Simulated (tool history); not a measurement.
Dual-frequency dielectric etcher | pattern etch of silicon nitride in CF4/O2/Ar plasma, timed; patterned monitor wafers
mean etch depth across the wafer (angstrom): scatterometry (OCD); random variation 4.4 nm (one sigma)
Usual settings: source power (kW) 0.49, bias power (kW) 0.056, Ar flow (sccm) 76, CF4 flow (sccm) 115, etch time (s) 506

run,hour,source power (kW),bias power (kW),Ar flow (sccm),CF4 flow (sccm),etch time (s),wafers since the last listed run,hours since the last wet clean,hours since the last source power generator calibration,hours since the last bias power generator calibration,hours since the last Ar flow controller change,hours since the last CF4 flow controller change,hours since the last upper electrode change,hours since the gauge calibration,"read-back reference wafer on the same gauge, depth_nm",mean etch depth across the wafer (angstrom)
1,0,0.49,0.047,76,115,506,0,193.9,1951.8,2207.7,1727.1,3544,2789.7,272.1,879.9,9118
2,62.5,0.49,0.056,76,115,627.5,166,256.4,2014.3,2270.2,1789.6,3606.5,2852.2,334.6,879.4,12276
# hour 76.1: CF4 flow controller replaced
3,113.2,0.49,0.056,76,115,627.5,119,307.1,2065,2320.9,1840.3,37.1,2902.9,385.3,879.5,12164
# hour 160.9: wet clean of the chamber
4,199,0.49,0.056,76,115,506,164,38.1,2150.8,2406.7,1926.1,122.9,2988.7,471.1,879.7,9780
# hour 227.3: Ar flow controller replaced
5,265.5,0.49,0.065,76,115,506,161,104.6,2217.3,2473.2,38.2,189.4,3055.2,537.6,880.1,10465
# hour 292.2: source power generator calibrated
# hour 317.3: upper electrode replaced
6,317.8,0.49,0.065,76,115,506,64,156.9,25.6,2525.5,90.5,241.7,0.5,589.9,878.6,11588
7,350.8,0.49,0.056,76,115,506,88,189.9,58.6,2558.5,123.5,274.7,33.5,622.9,879.7,10883
8,381,0.49,0.056,76,115,396,80,220.1,88.8,2588.7,153.7,304.9,63.7,653.1,880.8,8529
9,450.4,0.49,0.056,76,139,506,185,289.5,158.2,2658.1,223.1,374.3,133.1,722.5,879.7,11056
10,502.1,0.42,0.056,76,115,506,137,341.2,209.9,2709.8,274.8,426,184.8,774.2,880.1,9227
# hour 537.3: source power generator calibrated, repeated, since the last time left the tool worse
11,556.3,0.55,0.07,66,115,506,133,395.4,19,2764,329,480.2,239,828.4,879,12950
# hour 584: wet clean of the chamber
12,596.2,0.49,0.056,76,115,506,42,12.2,58.9,2803.9,368.9,520.1,278.9,868.3,879.3,10157
# hour 601.7: bias power generator calibrated
# hour 616: gauge calibrated
13,636.9,0.44,0.056,76,115,367.5,97,52.9,99.6,35.2,409.6,560.8,319.6,20.9,880.6,6661
14,693.7,0.49,0.056,76,142,506,151,109.7,156.4,92,466.4,617.6,376.4,77.7,880.3,10392
15,734.4,0.49,0.056,61,115,607.5,108,150.4,197.1,132.7,507.1,658.3,417.1,118.4,880.4,12666
16,763.7,0.49,0.056,67,115,506,78,179.7,226.4,162,536.4,687.6,446.4,147.7,880.8,10415
17,825.4,0.49,0.045,93,115,406,164,241.4,288.1,223.7,598.1,749.3,508.1,209.4,879.9,7240
18,863.5,0.42,0.056,76,115,506,101,279.5,326.2,261.8,636.2,787.4,546.2,247.5,880.2,8637
19,924.6,0.49,0.045,76,99,354,162,340.6,387.3,322.9,697.3,848.5,607.3,308.6,880,6415
# hour 989.2: wet clean of the chamber
20,989.7,0.49,0.056,60,115,448,109,0.5,452.4,388,762.4,913.6,672.4,373.7,880.2,9367
21,1041.8,0.42,0.047,76,115,453.5,138,52.6,504.5,440.1,814.5,965.7,724.5,425.8,879.1,7124

4 ways to go on from here, each from the tool as it stands after run 21. What would each give?
A,1042.4,0.49,0.056,76,115,506,1,53.2,505.1,440.7,815.1,966.3,725.1,426.4,?,?
B,1042.4,0.53,0.05,66,115,506,1,53.2,505.1,440.7,815.1,966.3,725.1,426.4,?,?
C,1042.4,0.42,0.051,76,115,506,1,53.2,505.1,440.7,815.1,966.3,725.1,426.4,?,?
D,1042.4,0.49,0.051,76,143,506,1,53.2,505.1,440.7,815.1,966.3,725.1,426.4,?,?

run,"read-back reference wafer on the same gauge, depth_nm",mean etch depth across the wafer (angstrom)
A,879.8,10187
B,879.8,10715
C,879.8,8274
D,879.8,9913
Without the tool's hidden state the same runs would have given:
run,mean etch depth across the wafer (angstrom)
A,10174
B,10701
C,8263
D,9900

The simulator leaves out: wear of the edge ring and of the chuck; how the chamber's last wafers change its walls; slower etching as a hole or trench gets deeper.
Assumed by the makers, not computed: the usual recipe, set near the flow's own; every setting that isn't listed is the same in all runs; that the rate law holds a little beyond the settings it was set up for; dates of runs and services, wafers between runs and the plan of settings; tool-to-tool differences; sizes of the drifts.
